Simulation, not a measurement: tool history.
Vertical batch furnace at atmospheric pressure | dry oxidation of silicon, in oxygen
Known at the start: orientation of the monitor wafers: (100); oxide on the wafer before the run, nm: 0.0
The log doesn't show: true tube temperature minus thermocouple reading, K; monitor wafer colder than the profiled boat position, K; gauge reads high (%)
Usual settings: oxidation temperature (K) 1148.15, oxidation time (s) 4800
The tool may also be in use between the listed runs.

run,hour,oxidation temperature (K),oxidation time (s),wafers since the last listed run,hours since the last temperature calibration,hours since the boat lift was adjusted,hours since the gauge calibration,"read-back reference wafer on the same gauge, thickness",oxide thickness on the monitor wafer (Å)
1,0.0,1148.15,4800,0,672.3,1204.2,2022.3,16.82,197.0
2,47.7,1148.15,4800,911,720.0,1251.9,2070.0,16.78,197.7
# hour 130.3: gauge calibrated
3,249.0,1148.15,4800,3846,921.3,1453.2,118.7,16.79,198.9
4,303.0,1148.15,4800,1031,975.3,1507.2,172.7,16.80,197.8
5,349.1,1148.15,4800,880,1021.4,1553.3,218.8,16.79,199.3
6,428.3,1148.15,4800,1513,1100.6,1632.5,298.0,16.80,200.1
7,482.3,1142.15,4800,1031,1154.6,1686.5,352.0,16.80,186.4
8,537.6,1142.15,4800,1056,1209.9,1741.8,407.3,16.81,187.9
9,623.6,1148.15,4800,1643,1295.9,1827.8,493.3,16.82,200.4
10,664.3,1148.15,3690,777,1336.6,1868.5,534.0,16.79,167.9
11,719.6,1148.15,4800,1056,1391.9,1923.8,589.3,16.80,201.5
12,798.8,1135.15,4800,1513,1471.1,2003.0,668.5,16.80,172.7
13,847.1,1135.15,4800,922,1519.4,2051.3,716.8,16.80,172.7
14,884.3,1154.15,4800,710,1556.6,2088.5,754.0,16.81,214.9
15,964.8,1166.15,4800,1538,1637.1,2169.0,834.5,16.79,243.7
# hour 990.7: boat lift adjusted
16,1062.4,1148.15,4800,1406,1734.7,71.7,932.1,16.80,202.0
17,1144.1,1148.15,4800,1561,1816.4,153.4,1013.8,16.81,200.8
18,1203.4,1148.15,4800,1133,1875.7,212.7,1073.1,16.78,203.4
19,1267.2,1148.15,4800,1219,1939.5,276.5,1136.9,16.80,204.3
20,1320.1,1148.15,4800,1010,1992.4,329.4,1189.8,16.82,204.0
21,1385.0,1148.15,4800,1240,2057.3,394.3,1254.7,16.79,206.2
# hour 1426.1: thermocouples replaced and temperature profile calibrated
22,1445.7,1148.15,4800,701,19.6,455.0,1315.4,16.80,198.6
23,1508.2,1170.15,2970,1194,82.1,517.5,1377.9,16.79,180.5
24,1559.7,1165.15,2520,984,133.6,569.0,1429.4,16.80,154.4
25,1628.2,1148.15,4800,1308,202.1,637.5,1497.9,16.79,198.7
26,1786.9,1140.15,6390,3032,360.8,796.2,1656.6,16.79,219.8
27,1846.7,1135.15,7080,1142,420.6,856.0,1716.4,16.81,223.1
28,1941.7,1133.15,4800,1815,515.6,951.0,1811.4,16.78,167.7
# hour 2023.7: gauge calibrated
29,2049.1,1148.15,2730,2052,623.0,1058.4,25.4,16.80,135.5
30,2091.7,1126.15,6720,813,665.6,1101.0,68.0,16.79,195.0
31,2194.6,1130.15,6210,1966,768.5,1203.9,170.9,16.82,193.5
32,2285.1,1148.15,4800,1729,859.0,1294.4,261.4,16.80,199.0
33,2387.3,1148.15,4800,1952,961.2,1396.6,363.6,16.80,199.6
34,2461.3,1148.15,5580,1413,1035.2,1470.6,437.6,16.79,222.1
35,2514.6,1148.15,4800,1018,1088.5,1523.9,490.9,16.78,198.6
36,2556.7,1168.15,2640,804,1130.6,1566.0,533.0,16.81,167.1
37,2660.5,1156.15,2790,1983,1234.4,1669.8,636.8,16.81,152.2
38,2711.6,1148.15,4800,976,1285.5,1720.9,687.9,16.78,200.0
39,2765.4,1138.15,6030,1028,1339.3,1774.7,741.7,16.81,208.9
40,2818.6,1168.15,5910,1016,1392.5,1827.9,794.9,16.81,284.5

Forecast each of these 3 alternatives for the next run:
A,2823.0,1148.15,6750,84,1396.9,1832.3,799.3,?,?
B,2823.0,1159.15,3270,84,1396.9,1832.3,799.3,?,?
C,2823.0,1166.15,6660,84,1396.9,1832.3,799.3,?,?

run,"read-back reference wafer on the same gauge, thickness",oxide thickness on the monitor wafer (Å)
A,16.80,249.9
B,16.80,173.4
C,16.80,298.9
Without the tool's hidden state the same runs would have given:
run,oxide thickness on the monitor wafer (Å)
A,245.0
B,170.1
C,293.3

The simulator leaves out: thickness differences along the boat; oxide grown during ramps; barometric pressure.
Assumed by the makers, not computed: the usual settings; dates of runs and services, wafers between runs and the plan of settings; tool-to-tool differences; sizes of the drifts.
